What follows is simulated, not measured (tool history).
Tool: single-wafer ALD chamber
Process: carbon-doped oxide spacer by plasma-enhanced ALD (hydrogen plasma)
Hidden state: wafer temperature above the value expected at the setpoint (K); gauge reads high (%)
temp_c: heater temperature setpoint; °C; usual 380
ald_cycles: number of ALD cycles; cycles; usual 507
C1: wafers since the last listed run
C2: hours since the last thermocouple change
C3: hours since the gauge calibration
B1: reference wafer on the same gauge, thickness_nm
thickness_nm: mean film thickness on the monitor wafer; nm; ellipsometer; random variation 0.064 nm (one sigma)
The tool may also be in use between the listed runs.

run 1 hour=0.0 | temp_c=380 ald_cycles=574 | C1=0 C2=1424.9 C3=161.1 | B1=30.146 | thickness_nm=28.752
run 2 hour=10.6 | temp_c=380 ald_cycles=574 | C1=5 C2=1435.5 C3=171.7 | B1=30.133 | thickness_nm=28.686
run 3 hour=23.5 | temp_c=380 ald_cycles=574 | C1=6 C2=1448.4 C3=184.6 | B1=30.143 | thickness_nm=28.703
run 4 hour=30.1 | temp_c=380 ald_cycles=507 | C1=3 C2=1455.0 C3=191.2 | B1=30.120 | thickness_nm=25.309
run 5 hour=36.4 | temp_c=370 ald_cycles=507 | C1=3 C2=1461.3 C3=197.5 | B1=30.138 | thickness_nm=25.368
run 6 hour=85.4 | temp_c=370 ald_cycles=507 | C1=24 C2=1510.3 C3=246.5 | B1=30.100 | thickness_nm=25.387
run 7 hour=99.3 | temp_c=370 ald_cycles=507 | C1=6 C2=1524.2 C3=260.4 | B1=30.078 | thickness_nm=25.332
run 8 hour=138.7 | temp_c=380 ald_cycles=571 | C1=19 C2=1563.6 C3=299.8 | B1=30.048 | thickness_nm=28.416
run 9 hour=149.1 | temp_c=380 ald_cycles=571 | C1=5 C2=1574.0 C3=310.2 | B1=30.026 | thickness_nm=28.377
run 10 hour=159.1 | temp_c=380 ald_cycles=571 | C1=4 C2=1584.0 C3=320.2 | B1=30.006 | thickness_nm=28.484
run 11 hour=170.7 | temp_c=390 ald_cycles=532 | C1=5 C2=1595.6 C3=331.8 | B1=30.009 | thickness_nm=26.492
run 12 hour=184.9 | temp_c=390 ald_cycles=532 | C1=7 C2=1609.8 C3=346.0 | B1=30.013 | thickness_nm=26.453
run 13 hour=196.0 | temp_c=370 ald_cycles=567 | C1=5 C2=1620.9 C3=357.1 | B1=29.990 | thickness_nm=28.180
run 14 hour=224.9 | temp_c=388 ald_cycles=546 | C1=14 C2=1649.8 C3=386.0 | B1=29.976 | thickness_nm=27.156
run 15 hour=240.8 | temp_c=386 ald_cycles=473 | C1=7 C2=1665.7 C3=401.9 | B1=29.976 | thickness_nm=23.532
-- hour=253.1 thermocouple changed; heater temperature recalibrated
run 16 hour=255.5 | temp_c=380 ald_cycles=507 | C1=3 C2=2.4 C3=416.6 | B1=29.972 | thickness_nm=25.121
-- hour=265.7 gauge calibrated
run 17 hour=289.5 | temp_c=388 ald_cycles=606 | C1=16 C2=36.4 C3=23.8 | B1=30.334 | thickness_nm=30.408
run 18 hour=305.0 | temp_c=380 ald_cycles=574 | C1=7 C2=51.9 C3=39.3 | B1=30.333 | thickness_nm=28.909
run 19 hour=316.7 | temp_c=385 ald_cycles=433 | C1=5 C2=63.6 C3=51.0 | B1=30.303 | thickness_nm=21.764
run 20 hour=332.7 | temp_c=380 ald_cycles=507 | C1=7 C2=79.6 C3=67.0 | B1=30.310 | thickness_nm=25.531
run 21 hour=343.5 | temp_c=380 ald_cycles=507 | C1=5 C2=90.4 C3=77.8 | B1=30.305 | thickness_nm=25.520
run 22 hour=353.2 | temp_c=380 ald_cycles=574 | C1=4 C2=100.1 C3=87.5 | B1=30.285 | thickness_nm=28.841
run 23 hour=364.1 | temp_c=375 ald_cycles=507 | C1=5 C2=111.0 C3=98.4 | B1=30.268 | thickness_nm=25.511
run 24 hour=378.6 | temp_c=380 ald_cycles=419 | C1=7 C2=125.5 C3=112.9 | B1=30.268 | thickness_nm=20.943
run 25 hour=385.5 | temp_c=380 ald_cycles=458 | C1=3 C2=132.4 C3=119.8 | B1=30.270 | thickness_nm=23.013

3 ways to go on from here, each from the tool as it stands after run 25. What would each give?
run A hour=386.7 | temp_c=380 ald_cycles=423 | C1=0 C2=133.6 C3=121.0 | B1=? | thickness_nm=?
run B hour=386.7 | temp_c=366 ald_cycles=451 | C1=0 C2=133.6 C3=121.0 | B1=? | thickness_nm=?
run C hour=386.7 | temp_c=388 ald_cycles=425 | C1=0 C2=133.6 C3=121.0 | B1=? | thickness_nm=?

run=A B1=30.241 thickness_nm=21.272
run=B B1=30.241 thickness_nm=22.680
run=C B1=30.241 thickness_nm=21.372
Without the tool's hidden state the same runs would have given:
run=A thickness_nm=21.301
run=B thickness_nm=22.711
run=C thickness_nm=21.401

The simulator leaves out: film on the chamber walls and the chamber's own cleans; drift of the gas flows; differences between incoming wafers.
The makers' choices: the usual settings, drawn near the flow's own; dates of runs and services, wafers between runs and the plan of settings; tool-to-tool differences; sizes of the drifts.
